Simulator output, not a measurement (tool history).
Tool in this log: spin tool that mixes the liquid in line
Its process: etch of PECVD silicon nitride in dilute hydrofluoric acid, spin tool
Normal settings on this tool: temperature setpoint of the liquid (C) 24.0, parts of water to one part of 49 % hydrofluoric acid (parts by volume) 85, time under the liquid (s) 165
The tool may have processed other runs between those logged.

run    hour  temperature setpoint of the liquid (C)  parts of water to one part of 49 % hydrofluoric acid (parts by volume)  time under the liquid (s)  wafers since the last listed run  hours since the thermometer was replaced  hours since the hydrofluoric acid flow meter was replaced  hours since the gauge calibration  read-back film thickness of the PECVD silicon nitride reference wafer, read on the same gauge (nm)  thickness taken off the PECVD silicon nitride on a monitor wafer (nm)
  1     0.0                                    24.0                                                                     115                        165                                 0                                    1864.2                                                      432.3                              618.3                                                                                               79.99                                                                   8.58
  2    55.4                                    24.0                                                                     115                        165                               519                                    1919.6                                                      487.7                              673.7                                                                                               80.02                                                                   8.52
  3   206.7                                    24.0                                                                     115                        165                              1418                                    2070.9                                                      639.0                              825.0                                                                                               80.01                                                                   8.60
  4   238.3                                    24.0                                                                      85                        200                               296                                    2102.5                                                      670.6                              856.6                                                                                               80.03                                                                  13.92
  5   282.6                                    22.5                                                                      85                        165                               415                                    2146.8                                                      714.9                              900.9                                                                                               79.99                                                                  10.45
  6   351.1                                    22.5                                                                      85                        165                               642                                    2215.3                                                      783.4                              969.4                                                                                               80.01                                                                  10.49
  7   421.5                                    22.5                                                                      85                        165                               660                                    2285.7                                                      853.8                             1039.8                                                                                               80.00                                                                  10.45
  8   492.5                                    24.0                                                                      85                        165                               665                                    2356.7                                                      924.8                             1110.8                                                                                               80.02                                                                  11.68
  9   551.6                                    24.0                                                                      85                        165                               554                                    2415.8                                                      983.9                             1169.9                                                                                               80.03                                                                  11.62
 10   610.4                                    24.0                                                                      85                        165                               551                                    2474.6                                                     1042.7                             1228.7                                                                                               80.04                                                                  11.50
 11   678.9                                    25.0                                                                      85                        165                               642                                    2543.1                                                     1111.2                             1297.2                                                                                               79.96                                                                  12.40
 12   736.7                                    25.0                                                                      85                        165                               542                                    2600.9                                                     1169.0                             1355.0                                                                                               80.01                                                                  12.48
 13   793.8                                    24.0                                                                      60                        100                               535                                    2658.0                                                     1226.1                             1412.1                                                                                               80.02                                                                  10.00
      802.3  -- hydrofluoric acid flow meter replaced
 14   829.5                                    24.0                                                                      85                        210                               325                                    2693.7                                                       27.2                             1447.8                                                                                               79.94                                                                  14.93
      836.4  -- gauge calibrated
 15   897.9                                    24.0                                                                     115                        165                               641                                    2762.1                                                       95.6                               61.5                                                                                               79.98                                                                   8.68
 16   946.3                                    28.0                                                                     125                         90                               453                                    2810.5                                                      144.0                              109.9                                                                                               80.04                                                                   5.62
 17   993.9                                    22.5                                                                      85                        165                               446                                    2858.1                                                      191.6                              157.5                                                                                               80.03                                                                  10.67
 18  1051.1                                    24.0                                                                      85                        165                               536                                    2915.3                                                      248.8                              214.7                                                                                               79.97                                                                  11.81
 19  1111.4                                    21.5                                                                     120                        165                               565                                    2975.6                                                      309.1                              275.0                                                                                               80.01                                                                   7.12
     1133.2  -- thermometer replaced
 20  1149.3                                    19.5                                                                      85                        125                               346                                      16.1                                                      347.0                              312.9                                                                                               80.02                                                                   6.93
 21  1353.6                                    24.0                                                                      95                        165                              1915                                     220.4                                                      551.3                              517.2                                                                                               79.98                                                                  10.92
 22  1408.1                                    25.5                                                                     120                        210                               511                                     274.9                                                      605.8                              571.7                                                                                               80.03                                                                  12.22
 23  1455.0                                    24.0                                                                      85                        165                               439                                     321.8                                                      652.7                              618.6                                                                                               80.02                                                                  12.26
 24  1496.6                                    28.0                                                                      65                        255                               390                                     363.4                                                      694.3                              660.2                                                                                               79.99                                                                  32.08
 25  1531.7                                    22.0                                                                      55                        120                               329                                     398.5                                                      729.4                              695.3                                                                                               80.01                                                                  12.13
     1539.0  -- thermometer replaced, repeated, since the last time left the tool worse
 26  1579.5                                    26.0                                                                      50                        200                               438                                      40.5                                                      777.2                              743.1                                                                                               80.04                                                                  25.81
 27  1648.9                                    24.0                                                                      55                        165                               650                                     109.9                                                      846.6                              812.5                                                                                               80.04                                                                  17.08

What if the next run were any one of these 3? Each begins from the tool's condition after run 27:
  A  1649.4                                    24.0                                                                      85                        240                                 4                                     110.4                                                      847.1                              813.0                                                                                                   ?                                                                      ?
  B  1649.4                                    19.0                                                                     100                        265                                 4                                     110.4                                                      847.1                              813.0                                                                                                   ?                                                                      ?
  C  1649.4                                    20.5                                                                      65                        165                                 4                                     110.4                                                      847.1                              813.0                                                                                                   ?                                                                      ?

run  read-back film thickness of the PECVD silicon nitride reference wafer, read on the same gauge (nm)  thickness taken off the PECVD silicon nitride on a monitor wafer (nm)
  A                                                                                               79.97                                                                  16.24
  B                                                                                               79.97                                                                  10.91
  C                                                                                               79.97                                                                  11.47
Without the tool's unlogged condition, the same runs would have read:
run  thickness taken off the PECVD silicon nitride on a monitor wafer (nm)
  A                                                                  16.12
  B                                                                  10.83
  C                                                                  11.38

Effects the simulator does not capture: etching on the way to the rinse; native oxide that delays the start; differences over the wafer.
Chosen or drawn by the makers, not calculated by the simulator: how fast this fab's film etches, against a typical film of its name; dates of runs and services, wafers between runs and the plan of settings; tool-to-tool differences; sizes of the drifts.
